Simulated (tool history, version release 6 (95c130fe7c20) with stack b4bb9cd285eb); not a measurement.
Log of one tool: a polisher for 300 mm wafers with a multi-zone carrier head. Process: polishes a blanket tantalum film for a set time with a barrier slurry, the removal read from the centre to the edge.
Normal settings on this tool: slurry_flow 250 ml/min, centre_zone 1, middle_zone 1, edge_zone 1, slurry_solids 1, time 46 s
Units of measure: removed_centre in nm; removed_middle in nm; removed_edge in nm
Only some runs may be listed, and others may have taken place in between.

run,hour,slurry_flow,centre_zone,middle_zone,edge_zone,slurry_solids,time,wafers since the last listed run,wafers polished on this pad,hours since the slurry nozzle was cleaned,hours since the centre zone pressure was calibrated,hours since the edge zone pressure was calibrated,hours since the carrier head's membrane was replaced,"incoming thickness of the incoming film, nm",removed_centre,removed_middle,removed_edge
1,0,250,1,1,1,1,46,0,693,496.7,417,326.9,1515.1,250.3,74.6,75.3,74.5
# hour 5.7: worn pad replaced by a new one
2,41.2,250,1,1,1,1,46,280,268,537.9,458.2,368.1,1556.3,249.9,73.5,73.9,74.5
3,55.6,250,1,1.07,1,1,56,108,376,552.3,472.6,382.5,1570.7,247.2,92.3,96.9,91.7
# hour 65.7: centre zone pressure recalibrated
4,69.5,205,1.11,1,1,1,46,89,466,566.2,3.8,396.4,1584.6,248.3,80.7,71.8,73.7
# hour 86.9: worn pad replaced by a new one
5,87.4,250,1,1.1,1,1,46,104,3,584.1,21.7,414.3,1602.5,244.9,73.7,81.9,75
# hour 94.7: slurry nozzle cleaned
6,95.2,250,1.11,0.97,1,1.2,46,51,55,0.5,29.5,422.1,1610.3,248.3,86.5,76.2,77.9
7,103.5,250,1,1,1,1,46,62,117,8.8,37.8,430.4,1618.6,248.9,76.7,75.2,74.6
8,115.8,250,1,1,1,1,46,92,210,21.1,50.1,442.7,1630.9,251.6,74.7,76.3,75
9,126.4,305,1,0.96,1,1,46,80,290,31.7,60.7,453.3,1641.5,252.3,75.1,73.8,76.7
10,133.2,250,1,1,1,1,46,51,342,38.5,67.5,460.1,1648.3,246.4,76.1,75.3,74.5
# hour 144.7: edge zone pressure recalibrated
11,145.2,330,0.91,1,1.05,0.85,46,75,417,50.5,79.5,0.5,1660.3,248.1,68.7,74.6,76.1
# hour 158: carrier head's membrane replaced by a new one
12,159.3,250,1,1,1,1,46,68,486,64.6,93.6,14.6,1.3,250.2,75,74.9,75
# hour 177.6: worn pad replaced by a new one
13,178.1,250,1,1,1,0.75,46,111,3,83.4,112.4,33.4,20.1,249.1,70.1,69.8,71.3
14,187.1,250,1,1,1,0.9,52,67,71,92.4,121.4,42.4,29.1,250,83.5,83.6,83.2
15,201.3,190,1,1,1.08,1.1,46,107,178,106.6,135.6,56.6,43.3,253.4,73.6,73.2,77.2
16,219.1,250,1.05,0.96,1,1,46,134,313,124.4,153.4,74.4,61.1,253.6,78.5,72.6,75.3
17,228,250,1,1,0.93,0.7,46,67,380,133.3,162.3,83.3,70,253.8,71.1,71,68
18,245.6,250,0.96,1.11,1.06,1,46,132,513,150.9,179.9,100.9,87.6,247.2,71.6,81,76.8
19,260.1,250,1.11,0.97,1,1.2,46,109,622,165.4,194.4,115.4,102.1,248.4,87.2,75.5,77.6
# hour 269.8: worn pad replaced by a new one
20,276.5,290,0.92,0.94,1,0.85,46,93,50,181.8,210.8,131.8,118.5,250.5,66.7,68.9,73.7
21,285.6,225,1.07,1,1,1,46,68,119,190.9,219.9,140.9,127.6,252.9,79.6,73.3,74.5

Alternative continuations, all from the tool just after run 21; predict every row:
A,286,250,1,1,0.89,1,46,3,122,191.3,220.3,141.3,128,255.4,?,?,?
B,286,250,1.06,1.06,0.9,0.7,46,3,122,191.3,220.3,141.3,128,255.4,?,?,?
C,286,250,1,1,1.03,1,36,3,122,191.3,220.3,141.3,128,255.4,?,?,?
D,286,250,1,0.9,1.05,1.1,59,3,122,191.3,220.3,141.3,128,255.4,?,?,?
E,286,250,0.89,0.94,1,1,37,3,122,191.3,220.3,141.3,128,255.4,?,?,?

run,removed_centre,removed_middle,removed_edge
A,75.1,75.9,70.9
B,74.1,74.1,66.2
C,58.8,59.4,59.3
D,98.1,90.8,100.1
E,53.7,58,60.2
With no hidden state in the tool, these same runs would have given:
run,removed_centre,removed_middle,removed_edge
A,75.1,75.9,70.9
B,74.1,74.1,66.2
C,58.8,59.4,59.3
D,98.1,90.8,100.1
E,53.7,58,60.2
